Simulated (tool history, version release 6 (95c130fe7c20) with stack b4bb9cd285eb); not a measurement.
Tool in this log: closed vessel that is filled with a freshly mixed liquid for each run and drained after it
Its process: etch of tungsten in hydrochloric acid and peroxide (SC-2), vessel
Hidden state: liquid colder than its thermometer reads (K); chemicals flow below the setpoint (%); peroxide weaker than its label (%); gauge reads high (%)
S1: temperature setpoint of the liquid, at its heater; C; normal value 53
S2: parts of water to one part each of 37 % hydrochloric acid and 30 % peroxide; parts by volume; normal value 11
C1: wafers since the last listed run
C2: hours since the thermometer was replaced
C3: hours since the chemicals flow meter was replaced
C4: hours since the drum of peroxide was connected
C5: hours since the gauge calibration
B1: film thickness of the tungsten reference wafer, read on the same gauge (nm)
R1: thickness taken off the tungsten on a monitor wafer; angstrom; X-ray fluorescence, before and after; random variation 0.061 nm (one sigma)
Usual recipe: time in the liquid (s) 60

Run 1, hour 0: usual settings; C1 0; C2 1083.3; C3 272.1; C4 19.1; C5 1241.9; B1 78.5. Result: R1 188.4 angstrom.
Run 2, hour 31.3: usual settings; C1 2954; C2 1114.6; C3 303.4; C4 50.4; C5 1273.2; B1 78.41. Result: R1 188.9 angstrom.
Run 3, hour 65: usual settings; C1 3180; C2 1148.3; C3 337.1; C4 84.1; C5 1306.9; B1 78.38. Result: R1 189.9 angstrom.
At hour 75.1: gauge calibrated.
Run 4, hour 79.8: usual settings but time in the liquid (s) 85; C1 1396; C2 1163.1; C3 351.9; C4 98.9; C5 4.7; B1 79.9. Result: R1 270.3 angstrom.
Run 5, hour 101.4: usual settings but time in the liquid (s) 85; C1 2038; C2 1184.7; C3 373.5; C4 120.5; C5 26.3; B1 79.84. Result: R1 273.3 angstrom.
Run 6, hour 117.9: usual settings; C1 1557; C2 1201.2; C3 390; C4 137; C5 42.8; B1 79.88. Result: R1 192.3 angstrom.
Run 7, hour 130.5: usual settings but S1 44.5 C, S2 5.5 parts by volume, time in the liquid (s) 80; C1 1189; C2 1213.8; C3 402.6; C4 149.6; C5 55.4; B1 79.86. Result: R1 249.6 angstrom.
At hour 156.2: chemicals flow meter replaced.
Run 8, hour 157.3: usual settings; C1 2435; C2 1240.6; C3 1.1; C4 176.4; C5 82.2; B1 79.82. Result: R1 191.5 angstrom.
Run 9, hour 180: usual settings but S1 44 C, S2 14.5 parts by volume, time in the liquid (s) 85; C1 2142; C2 1263.3; C3 23.8; C4 199.1; C5 104.9; B1 79.84. Result: R1 117.6 angstrom.
Run 10, hour 210.3: usual settings but S1 61.5 C; C1 2860; C2 1293.6; C3 54.1; C4 229.4; C5 135.2; B1 79.77. Result: R1 329.4 angstrom.
Run 11, hour 226.6: usual settings but S1 48.5 C; C1 1538; C2 1309.9; C3 70.4; C4 245.7; C5 151.5; B1 79.68. Result: R1 142.5 angstrom.
Run 12, hour 253.9: usual settings but S1 56.5 C, S2 6 parts by volume, time in the liquid (s) 50; C1 2576; C2 1337.2; C3 97.7; C4 273; C5 178.8; B1 79.7. Result: R1 327.5 angstrom.
Run 13, hour 266.8: usual settings; C1 1217; C2 1350.1; C3 110.6; C4 285.9; C5 191.7; B1 79.71. Result: R1 192.2 angstrom.
Run 14, hour 289.3: usual settings but S1 44 C, S2 13 parts by volume; C1 2123; C2 1372.6; C3 133.1; C4 308.4; C5 214.2; B1 79.67. Result: R1 90.4 angstrom.
Run 15, hour 314.8: usual settings but S1 44.5 C, time in the liquid (s) 35; C1 2406; C2 1398.1; C3 158.6; C4 333.9; C5 239.7; B1 79.62. Result: R1 62.7 angstrom.
Run 16, hour 344.9: usual settings but S1 61.5 C; C1 2841; C2 1428.2; C3 188.7; C4 364; C5 269.8; B1 79.57. Result: R1 329.8 angstrom.
Run 17, hour 362.3: usual settings; C1 1642; C2 1445.6; C3 206.1; C4 381.4; C5 287.2; B1 79.56. Result: R1 191 angstrom.
Run 18, hour 378.6: usual settings but S1 50.5 C, S2 8.5 parts by volume, time in the liquid (s) 35; C1 1538; C2 1461.9; C3 222.4; C4 397.7; C5 303.5; B1 79.53. Result: R1 117.5 angstrom.
Run 19, hour 410.8: usual settings; C1 3039; C2 1494.1; C3 254.6; C4 429.9; C5 335.7; B1 79.5. Result: R1 191.4 angstrom.
At hour 435.3: thermometer replaced.
Run 20, hour 436.4: usual settings but S1 48 C; C1 2322; C2 1.1; C3 280.2; C4 455.5; C5 361.3; B1 79.42. Result: R1 137.5 angstrom.
Run 21, hour 466.9: usual settings but S1 44 C, time in the liquid (s) 35; C1 2878; C2 31.6; C3 310.7; C4 486; C5 391.8; B1 79.35. Result: R1 60.8 angstrom.
Run 22, hour 489.2: usual settings; C1 2104; C2 53.9; C3 333; C4 508.3; C5 414.1; B1 79.37. Result: R1 190.7 angstrom.
Run 23, hour 512.2: usual settings but time in the liquid (s) 40; C1 2170; C2 76.9; C3 356; C4 531.3; C5 437.1; B1 79.33. Result: R1 127.4 angstrom.
Run 24, hour 546.8: usual settings but S1 48 C, S2 13 parts by volume, time in the liquid (s) 90; C1 3265; C2 111.5; C3 390.6; C4 565.9; C5 471.7; B1 79.3. Result: R1 177.8 angstrom.
At hour 573.9: chemicals flow meter replaced.
Run 25, hour 574.2: usual settings but S1 43 C, S2 14 parts by volume, time in the liquid (s) 95; C1 2491; C2 138.9; C3 0.3; C4 593.3; C5 499.1; B1 79.2. Result: R1 124.4 angstrom.
Run 26, hour 590.2: usual settings but S2 9.5 parts by volume, time in the liquid (s) 75; C1 1510; C2 154.9; C3 16.3; C4 609.3; C5 515.1; B1 79.23. Result: R1 269.3 angstrom.
Run 27, hour 611.6: usual settings but S2 8.5 parts by volume; C1 2019; C2 176.3; C3 37.7; C4 630.7; C5 536.5; B1 79.2. Result: R1 234.8 angstrom.
Run 28, hour 643.6: usual settings but S1 60.5 C, S2 15 parts by volume, time in the liquid (s) 50; C1 3020; C2 208.3; C3 69.7; C4 662.7; C5 568.5; B1 79.14. Result: R1 196.5 angstrom.
Run 29, hour 658.8: usual settings but S2 7 parts by volume, time in the liquid (s) 35; C1 1434; C2 223.5; C3 84.9; C4 677.9; C5 583.7; B1 79.14. Result: R1 160.1 angstrom.

What if the next run were any one of these 5? Each begins from the tool's condition after run 29:
Run A, hour 659.5: usual settings; C1 66; C2 224.2; C3 85.6; C4 678.6; C5 584.4; B1 ?. Result: R1 ?.
Run B, hour 659.5: usual settings but S1 46 C, time in the liquid (s) 95; C1 66; C2 224.2; C3 85.6; C4 678.6; C5 584.4; B1 ?. Result: R1 ?.
Run C, hour 659.5: usual settings but S1 61 C, S2 15 parts by volume, time in the liquid (s) 95; C1 66; C2 224.2; C3 85.6; C4 678.6; C5 584.4; B1 ?. Result: R1 ?.
Run D, hour 659.5: usual settings but S1 45.5 C, S2 15.5 parts by volume; C1 66; C2 224.2; C3 85.6; C4 678.6; C5 584.4; B1 ?. Result: R1 ?.
Run E, hour 659.5: usual settings but S1 56.5 C, time in the liquid (s) 45; C1 66; C2 224.2; C3 85.6; C4 678.6; C5 584.4; B1 ?. Result: R1 ?.

run     B1     R1
  A  79.14  190.9
  B  79.14  189.3
  C  79.14  385.4
  D  79.14   85.8
  E  79.14  179.6
The same runs, with their run-to-run variation unchanged, on a tool lacking any hidden condition would have given:
run     R1
  A    193
  B  191.3
  C  389.6
  D   86.7
  E  181.6
